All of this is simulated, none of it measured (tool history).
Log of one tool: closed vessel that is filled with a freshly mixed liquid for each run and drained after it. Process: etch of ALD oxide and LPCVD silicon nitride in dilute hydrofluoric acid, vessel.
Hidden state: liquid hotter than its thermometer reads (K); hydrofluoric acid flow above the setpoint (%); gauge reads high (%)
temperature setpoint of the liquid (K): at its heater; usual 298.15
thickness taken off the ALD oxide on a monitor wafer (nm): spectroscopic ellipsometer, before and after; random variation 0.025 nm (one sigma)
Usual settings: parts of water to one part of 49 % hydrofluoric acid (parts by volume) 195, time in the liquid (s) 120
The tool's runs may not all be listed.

run   hour  temperature setpoint of the liquid (K)  parts of water to one part of 49 % hydrofluoric acid (parts by volume)  time in the liquid (s)  wafers since the last listed run  hours since the thermometer was replaced  hours since the hydrofluoric acid flow meter was replaced  hours since the gauge calibration  read-back film thickness of the ALD oxide reference wafer, read on the same gauge (nm)  thickness taken off the ALD oxide on a monitor wafer (nm)
  1      0                                  298.15                                                                     195                     120                                 0                                    1789.4                                                     1274.5                              172.2                                                                                   29.98                                                       5.81
  2    6.2                                  298.15                                                                     195                     120                               496                                    1795.6                                                     1280.7                              178.4                                                                                   29.97                                                        5.8
  3   23.9                                  298.15                                                                     195                     120                              1416                                    1813.3                                                     1298.4                              196.1                                                                                   29.96                                                       5.85
  4     30                                  298.15                                                                     195                     120                               488                                    1819.4                                                     1304.5                              202.2                                                                                   29.97                                                       5.85
  5   40.7                                  298.15                                                                     195                     120                               856                                    1830.1                                                     1315.2                              212.9                                                                                   30.01                                                       5.81
  6   48.6                                  298.15                                                                     195                     120                               632                                      1838                                                     1323.1                              220.8                                                                                      30                                                        5.8
  7   63.5                                  298.15                                                                     150                     120                              1192                                    1852.9                                                       1338                              235.7                                                                                   29.98                                                       7.93
  8   78.2                                  298.15                                                                     150                     120                              1176                                    1867.6                                                     1352.7                              250.4                                                                                      30                                                       7.92
  9   95.7                                  298.15                                                                     195                     120                              1400                                    1885.1                                                     1370.2                              267.9                                                                                   29.99                                                       5.83
 10  108.3                                  298.15                                                                     160                     120                              1008                                    1897.7                                                     1382.8                              280.5                                                                                      30                                                       7.44
 11  121.1                                  298.15                                                                     160                     120                              1024                                    1910.5                                                     1395.6                              293.3                                                                                   30.02                                                       7.45
 12  132.3                                  299.65                                                                     270                     120                               896                                    1921.7                                                     1406.8                              304.5                                                                                      30                                                       4.14
 13  144.2                                  301.15                                                                     145                      60                               952                                    1933.6                                                     1418.7                              316.4                                                                                   29.99                                                       4.63
     151.4  -- hydrofluoric acid flow meter replaced
 14  153.9                                  293.15                                                                     195                     120                               696                                    1943.3                                                        2.5                              326.1                                                                                   29.98                                                       4.24
 15  164.9                                  300.15                                                                     235                     180                               880                                    1954.3                                                       13.5                              337.1                                                                                   29.98                                                       6.63
     175.5  -- gauge calibrated
 16  181.6                                  298.15                                                                     195                     120                              1336                                      1971                                                       30.2                                6.1                                                                                   29.98                                                       5.19
     188.5  -- thermometer replaced
 17  191.9                                  296.65                                                                     245                     120                               744                                       3.4                                                       40.5                               16.4                                                                                      30                                                       3.71
 18    206                                  295.65                                                                     195                     120                              1128                                      17.5                                                       54.6                               30.5                                                                                   30.02                                                       4.75
 19  221.8                                  298.15                                                                     195                     120                              1264                                      33.3                                                       70.4                               46.3                                                                                   29.99                                                       5.17
 20    231                                  298.15                                                                     225                      80                               736                                      42.5                                                       79.6                               55.5                                                                                   29.98                                                       2.89
 21  247.7                                  298.15                                                                     195                     120                              1336                                      59.2                                                       96.3                               72.2                                                                                   29.99                                                       5.21
 22  256.7                                  298.15                                                                     195                     120                               720                                      68.2                                                      105.3                               81.2                                                                                   30.02                                                       5.25

Measured less the same run without the tool's hidden state. The same run-to-run variation is in both; the gauge's scatter may not be:
run  thickness taken off the ALD oxide on a monitor wafer (nm)
  1                                                      +0.71
  2                                                      +0.71
  3                                                      +0.72
  4                                                      +0.73
  5                                                      +0.72
  6                                                      +0.72
  7                                                      +0.97
  8                                                      +0.98
  9                                                      +0.75
 10                                                      +0.94
 11                                                      +0.95
 12                                                      +0.57
 13                                                       +0.6
 14                                                      +0.06
 15                                                      +0.11
 16                                                      +0.09
 17                                                      +0.07
 18                                                      +0.09
 19                                                      +0.11
 20                                                      +0.07
 21                                                      +0.12
 22                                                      +0.13
